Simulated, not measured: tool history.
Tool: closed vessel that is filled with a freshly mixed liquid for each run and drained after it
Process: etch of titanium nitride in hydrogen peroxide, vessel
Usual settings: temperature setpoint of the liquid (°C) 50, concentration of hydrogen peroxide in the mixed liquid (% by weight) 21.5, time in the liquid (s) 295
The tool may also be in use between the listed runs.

run     day  temperature setpoint of the liquid (°C)  concentration of hydrogen peroxide in the mixed liquid (% by weight)  time in the liquid (s)  wafers since the last listed run  hours since the thermometer was replaced  hours since the peroxide flow meter was replaced  hours since the drum of peroxide was connected  hours since the gauge calibration  read-back film thickness of the titanium nitride reference wafer, read on the same gauge (nm)  thickness taken off the titanium nitride on a monitor wafer (angstrom)
  1       0                                       50                                                                  21.5                     295                                 0                                    1755.2                                             907.7                                           285.4                              365.1                                                                                          90.01                                                                    83.5
  2   1.433                                       50                                                                  21.5                     295                              3344                                    1789.6                                             942.1                                           319.8                              399.5                                                                                          89.99                                                                    84.5
  3   2.162                                       50                                                                  21.5                     295                              1701                                    1807.1                                             959.6                                           337.3                                417                                                                                             90                                                                    83.9
  4   2.812                                       50                                                                  21.5                     295                              1516                                    1822.7                                             975.2                                           352.9                              432.6                                                                                          89.99                                                                    84.2
  5   5.492                                       50                                                                  21.5                     295                              6250                                      1887                                            1039.5                                           417.2                              496.9                                                                                          89.98                                                                      84
      6.646  -- gauge calibrated
  6   6.871                                       50                                                                  21.5                     295                              3217                                    1920.1                                            1072.6                                           450.3                                5.4                                                                                          89.96                                                                    84.6
  7   7.512                                       53                                                                    17                     295                              1497                                    1935.5                                              1088                                           465.7                               20.8                                                                                          90.01                                                                     100
  8   8.529                                       53                                                                    17                     295                              2371                                    1959.9                                            1112.4                                           490.1                               45.2                                                                                          89.99                                                                   100.8
  9  10.004                                       50                                                                  21.5                     295                              3441                                    1995.3                                            1147.8                                           525.5                               80.6                                                                                          90.01                                                                    84.7
 10  10.683                                     57.5                                                                    24                     295                              1584                                    2011.6                                            1164.1                                           541.8                               96.9                                                                                          89.97                                                                   148.8
     11.029  -- peroxide flow meter replaced
 11  11.325                                       50                                                                  21.5                     170                              1399                                      2027                                               7.1                                           557.2                              112.3                                                                                          89.98                                                                    49.3
     11.642  -- new drum of peroxide connected
 12  12.783                                       50                                                                  21.5                     380                              3305                                      2062                                              42.1                                            27.4                              147.3                                                                                             90                                                                   109.7
 13  13.638                                       50                                                                    17                     295                              1992                                    2082.5                                              62.6                                            47.9                              167.8                                                                                          90.03                                                                    81.7
 14  14.938                                       50                                                                  24.5                     295                              3033                                    2113.7                                              93.8                                            79.1                                199                                                                                          90.01                                                                      88
     15.288  -- thermometer replaced
 15  16.279                                       46                                                                  17.5                     445                              3033                                      23.8                                               126                                           111.3                              231.2                                                                                             90                                                                    82.1
 16  17.483                                       50                                                                  21.5                     295                              2809                                      52.7                                             154.9                                           140.2                              260.1                                                                                          89.99                                                                    76.2
 17  18.696                                       50                                                                  15.5                     295                              2828                                      81.8                                               184                                           169.3                              289.2                                                                                          90.01                                                                    70.9
 18  19.333                                       50                                                                    19                     435                              1487                                      97.1                                             199.3                                           184.6                              304.5                                                                                             90                                                                   108.7

Forecast each of these 5 alternatives for the next run:
  A  19.362                                       57                                                                  21.5                     295                                68                                      97.8                                               200                                           185.3                              305.2                                                                                              ?                                                                       ?
  B  19.362                                     57.5                                                                    27                     245                                68                                      97.8                                               200                                           185.3                              305.2                                                                                              ?                                                                       ?
  C  19.362                                       50                                                                  21.5                     175                                68                                      97.8                                               200                                           185.3                              305.2                                                                                              ?                                                                       ?
  D  19.362                                     46.5                                                                    24                     295                                68                                      97.8                                               200                                           185.3                              305.2                                                                                              ?                                                                       ?
  E  19.362                                       56                                                                    18                     165                                68                                      97.8                                               200                                           185.3                              305.2                                                                                              ?                                                                       ?

run  read-back film thickness of the titanium nitride reference wafer, read on the same gauge (nm)  thickness taken off the titanium nitride on a monitor wafer (angstrom)
  A                                                                                          89.99                                                                   124.6
  B                                                                                          89.99                                                                   112.6
  C                                                                                          89.99                                                                    45.1
  D                                                                                          89.99                                                                    60.3
  E                                                                                          89.99                                                                    62.6
Without the tool's hidden state the same runs would have given:
run  thickness taken off the titanium nitride on a monitor wafer (angstrom)
  A                                                                   123.7
  B                                                                   111.7
  C                                                                    44.7
  D                                                                    59.8
  E                                                                    62.1
